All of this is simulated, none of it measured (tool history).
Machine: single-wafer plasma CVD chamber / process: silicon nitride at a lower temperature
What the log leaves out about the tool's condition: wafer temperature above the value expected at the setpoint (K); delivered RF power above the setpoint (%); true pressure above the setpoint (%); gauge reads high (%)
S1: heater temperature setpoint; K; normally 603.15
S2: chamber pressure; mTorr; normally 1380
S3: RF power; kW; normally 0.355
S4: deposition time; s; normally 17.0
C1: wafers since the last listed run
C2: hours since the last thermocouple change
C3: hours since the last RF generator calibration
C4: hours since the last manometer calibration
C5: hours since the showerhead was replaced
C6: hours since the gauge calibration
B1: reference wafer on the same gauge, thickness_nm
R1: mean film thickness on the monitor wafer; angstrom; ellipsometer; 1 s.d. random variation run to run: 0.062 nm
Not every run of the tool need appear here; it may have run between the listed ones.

run 1 hour=0.0 | S1=603.15 S2=1380 S3=0.355 S4=17.7 | C1=0 C2=829.2 C3=601.5 C4=1933.9 C5=4015.6 C6=670.2 | B1=19.204 | R1=231.78
run 2 hour=28.8 | S1=603.15 S2=1380 S3=0.355 S4=17.7 | C1=449 C2=858.0 C3=630.3 C4=1962.7 C5=4044.4 C6=699.0 | B1=19.204 | R1=230.51
run 3 hour=58.6 | S1=603.15 S2=1380 S3=0.355 S4=17.7 | C1=465 C2=887.8 C3=660.1 C4=1992.5 C5=4074.2 C6=728.8 | B1=19.209 | R1=231.73
run 4 hour=92.7 | S1=611.15 S2=1380 S3=0.355 S4=17.0 | C1=532 C2=921.9 C3=694.2 C4=2026.6 C5=4108.3 C6=762.9 | B1=19.206 | R1=219.78
run 5 hour=123.4 | S1=603.15 S2=1380 S3=0.355 S4=17.0 | C1=479 C2=952.6 C3=724.9 C4=2057.3 C5=4139.0 C6=793.6 | B1=19.204 | R1=220.78
-- hour=132.4 gauge calibrated
run 6 hour=156.1 | S1=603.15 S2=1380 S3=0.355 S4=17.0 | C1=510 C2=985.3 C3=757.6 C4=2090.0 C5=4171.7 C6=23.7 | B1=19.200 | R1=220.26
run 7 hour=188.8 | S1=603.15 S2=1380 S3=0.355 S4=17.0 | C1=510 C2=1018.0 C3=790.3 C4=2122.7 C5=4204.4 C6=56.4 | B1=19.194 | R1=220.00
run 8 hour=222.6 | S1=603.15 S2=1560 S3=0.355 S4=17.0 | C1=527 C2=1051.8 C3=824.1 C4=2156.5 C5=4238.2 C6=90.2 | B1=19.196 | R1=228.80
-- hour=257.1 capacitance manometer re-zeroed and calibrated
-- hour=259.0 thermocouple changed; heater temperature recalibrated
run 9 hour=259.5 | S1=603.15 S2=1560 S3=0.355 S4=17.0 | C1=422 C2=0.5 C3=861.0 C4=2.4 C5=4275.1 C6=127.1 | B1=19.198 | R1=227.86
run 10 hour=270.2 | S1=615.15 S2=1380 S3=0.355 S4=17.0 | C1=167 C2=11.2 C3=871.7 C4=13.1 C5=4285.8 C6=137.8 | B1=19.190 | R1=218.35
-- hour=295.9 showerhead replaced
run 11 hour=302.1 | S1=615.15 S2=1380 S3=0.355 S4=17.0 | C1=373 C2=43.1 C3=903.6 C4=45.0 C5=6.2 C6=169.7 | B1=19.195 | R1=218.63
run 12 hour=321.2 | S1=603.15 S2=1130 S3=0.355 S4=17.0 | C1=298 C2=62.2 C3=922.7 C4=64.1 C5=25.3 C6=188.8 | B1=19.192 | R1=203.70
run 13 hour=349.2 | S1=608.15 S2=1380 S3=0.355 S4=17.0 | C1=437 C2=90.2 C3=950.7 C4=92.1 C5=53.3 C6=216.8 | B1=19.185 | R1=217.60
run 14 hour=368.4 | S1=603.15 S2=1190 S3=0.375 S4=17.0 | C1=299 C2=109.4 C3=969.9 C4=111.3 C5=72.5 C6=236.0 | B1=19.208 | R1=212.51
-- hour=376.7 RF generator calibrated
run 15 hour=388.4 | S1=603.15 S2=1380 S3=0.355 S4=17.0 | C1=187 C2=129.4 C3=11.7 C4=131.3 C5=92.5 C6=256.0 | B1=19.195 | R1=224.06
run 16 hour=405.8 | S1=603.15 S2=1380 S3=0.425 S4=20.2 | C1=271 C2=146.8 C3=29.1 C4=148.7 C5=109.9 C6=273.4 | B1=19.196 | R1=284.34
run 17 hour=425.8 | S1=603.15 S2=1120 S3=0.380 S4=14.0 | C1=312 C2=166.8 C3=49.1 C4=168.7 C5=129.9 C6=293.4 | B1=19.201 | R1=176.28
run 18 hour=443.0 | S1=611.15 S2=1160 S3=0.330 S4=17.9 | C1=268 C2=184.0 C3=66.3 C4=185.9 C5=147.1 C6=310.6 | B1=19.213 | R1=216.73
run 19 hour=457.1 | S1=613.15 S2=1570 S3=0.285 S4=14.7 | C1=220 C2=198.1 C3=80.4 C4=200.0 C5=161.2 C6=324.7 | B1=19.205 | R1=186.67
run 20 hour=475.4 | S1=617.15 S2=1260 S3=0.295 S4=17.0 | C1=285 C2=216.4 C3=98.7 C4=218.3 C5=179.5 C6=343.0 | B1=19.198 | R1=203.32
run 21 hour=507.5 | S1=595.15 S2=1380 S3=0.335 S4=17.0 | C1=501 C2=248.5 C3=130.8 C4=250.4 C5=211.6 C6=375.1 | B1=19.209 | R1=220.61
run 22 hour=541.7 | S1=603.15 S2=1380 S3=0.355 S4=17.0 | C1=534 C2=282.7 C3=165.0 C4=284.6 C5=245.8 C6=409.3 | B1=19.204 | R1=222.95
run 23 hour=576.0 | S1=603.15 S2=1040 S3=0.355 S4=17.0 | C1=535 C2=317.0 C3=199.3 C4=318.9 C5=280.1 C6=443.6 | B1=19.204 | R1=202.27
run 24 hour=597.2 | S1=612.15 S2=1380 S3=0.400 S4=17.0 | C1=331 C2=338.2 C3=220.5 C4=340.1 C5=301.3 C6=464.8 | B1=19.207 | R1=233.72
run 25 hour=625.3 | S1=613.15 S2=1380 S3=0.355 S4=17.0 | C1=438 C2=366.3 C3=248.6 C4=368.2 C5=329.4 C6=492.9 | B1=19.198 | R1=221.90
run 26 hour=702.9 | S1=613.15 S2=1160 S3=0.355 S4=20.1 | C1=1211 C2=443.9 C3=326.2 C4=445.8 C5=407.0 C6=570.5 | B1=19.202 | R1=247.87
run 27 hour=716.0 | S1=603.15 S2=1380 S3=0.355 S4=17.0 | C1=204 C2=457.0 C3=339.3 C4=458.9 C5=420.1 C6=583.6 | B1=19.202 | R1=222.81
run 28 hour=739.3 | S1=603.15 S2=1560 S3=0.355 S4=17.0 | C1=363 C2=480.3 C3=362.6 C4=482.2 C5=443.4 C6=606.9 | B1=19.191 | R1=230.98
run 29 hour=763.8 | S1=603.15 S2=1380 S3=0.355 S4=17.0 | C1=382 C2=504.8 C3=387.1 C4=506.7 C5=467.9 C6=631.4 | B1=19.212 | R1=222.76

Describe how what the log doesn't record of the tool's condition differs between the last listed run preceding each entry between runs and the first listed run following it.
From run 5 to run 6: gauge calibrated (hour 132.4)
  delivered RF power above the setpoint (%): -4.2 -> -4.55
  measured value less the no-hidden-state value, R1: -3.41 -> -3.69 angstrom
From run 8 to run 9: capacitance manometer re-zeroed and calibrated (hour 257.1); thermocouple changed; heater temperature recalibrated (hour 259.0)
  delivered RF power above the setpoint (%): -5.29 -> -5.74
  measured value less the no-hidden-state value, R1: -4.47 -> -4.84 angstrom
From run 10 to run 11: showerhead replaced (hour 295.9)
  delivered RF power above the setpoint (%): -5.87 -> -6.27
  measured value less the no-hidden-state value, R1: -4.74 -> -5.09 angstrom
From run 14 to run 15: RF generator calibrated (hour 376.7)
  delivered RF power above the setpoint (%): -7.15 -> -0.563
  measured value less the no-hidden-state value, R1: -5.66 -> -0.46 angstrom
